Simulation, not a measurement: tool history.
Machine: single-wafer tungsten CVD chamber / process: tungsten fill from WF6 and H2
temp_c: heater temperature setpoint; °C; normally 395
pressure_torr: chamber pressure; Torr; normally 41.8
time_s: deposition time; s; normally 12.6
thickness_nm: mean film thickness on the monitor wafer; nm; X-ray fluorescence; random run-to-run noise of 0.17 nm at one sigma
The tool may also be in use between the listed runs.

run,hour,temp_c,pressure_torr,time_s,wafers since the last listed run,hours since the last thermocouple change,hours since the last manometer calibration,hours since the showerhead was replaced,hours since the gauge calibration,"read-back reference wafer on the same gauge, thickness_nm",thickness_nm
1,0,395,44.6,13.6,0,998.7,1563.6,2181.6,345.7,34.956,44.289
2,17.6,395,44.6,13.6,547,1016.3,1581.2,2199.2,363.3,34.88,44.469
3,44.5,395,44.6,13.6,836,1043.2,1608.1,2226.1,390.2,34.887,43.889
4,78.6,395,41.8,11.9,1060,1077.3,1642.2,2260.2,424.3,34.911,37.738
5,111.4,395,41.8,11.9,1020,1110.1,1675,2293,457.1,34.87,37.69
6,144.6,395,41.8,12.6,1032,1143.3,1708.2,2326.2,490.3,34.881,39.467
7,169.2,395,41.8,12.6,765,1167.9,1732.8,2350.8,514.9,34.932,39.69
8,204,395,41.8,12.6,1082,1202.7,1767.6,2385.6,549.7,34.879,39.711
# hour 222: thermocouple changed; heater temperature recalibrated
9,222.7,395,41.8,12.6,332,0.7,1786.3,2404.3,568.4,34.905,37.729
10,236.6,395,41.8,12.6,432,14.6,1800.2,2418.2,582.3,34.886,38.054
11,256.3,395,41.8,12.6,612,34.3,1819.9,2437.9,602,34.919,38.204
12,281.4,395,45.4,12.6,780,59.4,1845,2463,627.1,34.897,39.766
13,305.4,395,45.4,12.6,746,83.4,1869,2487,651.1,34.884,39.627
14,323.3,395,48.8,13.3,556,101.3,1886.9,2504.9,669,34.913,43.73
15,343,395,38.5,12.6,612,121,1906.6,2524.6,688.7,34.844,36.48
16,361.1,395,41.8,12.6,563,139.1,1924.7,2542.7,706.8,34.866,38.12
# hour 376.2: capacitance manometer re-zeroed and calibrated
17,376.7,395,41.8,12.6,236,154.7,0.5,2558.3,722.4,34.87,38.286
# hour 400.9: gauge calibrated
18,410,406,41.8,12.6,1035,188,33.8,2591.6,9.1,34.938,47.778
19,424.5,405,44.8,13.6,451,202.5,48.3,2606.1,23.6,34.924,53.076
# hour 453.8: showerhead replaced
20,521.7,390,41.8,14,2775,299.7,145.5,67.9,120.8,34.901,37.874
21,557,395,41.8,12.6,1098,335,180.8,103.2,156.1,34.859,38.71
22,573.3,401,38.4,12.6,507,351.3,197.1,119.5,172.4,34.931,41.724
23,591.1,381,50.5,13.7,553,369.1,214.9,137.3,190.2,34.864,33.692
24,658.6,399,34.4,12.6,2099,436.6,282.4,204.8,257.7,34.96,37.152
25,673.8,401,38.4,12.6,472,451.8,297.6,220,272.9,34.891,41.577
26,703,382,33.6,13.9,908,481,326.8,249.2,302.1,34.91,28.013

Predict each of these 3 candidate next runs independently; none follows another, all start after run 26:
A,703.4,395,45,12.6,12,481.4,327.2,249.6,302.5,?,?
B,703.4,385,50,11.7,12,481.4,327.2,249.6,302.5,?,?
C,703.4,389,50.7,13.5,12,481.4,327.2,249.6,302.5,?,?

run,"read-back reference wafer on the same gauge, thickness_nm",thickness_nm
A,34.942,40.218
B,34.942,31.673
C,34.942,40.303
With the hidden condition removed and each run's random variation left untouched, the same runs would have given:
run,thickness_nm
A,39.886
B,31.396
C,39.954
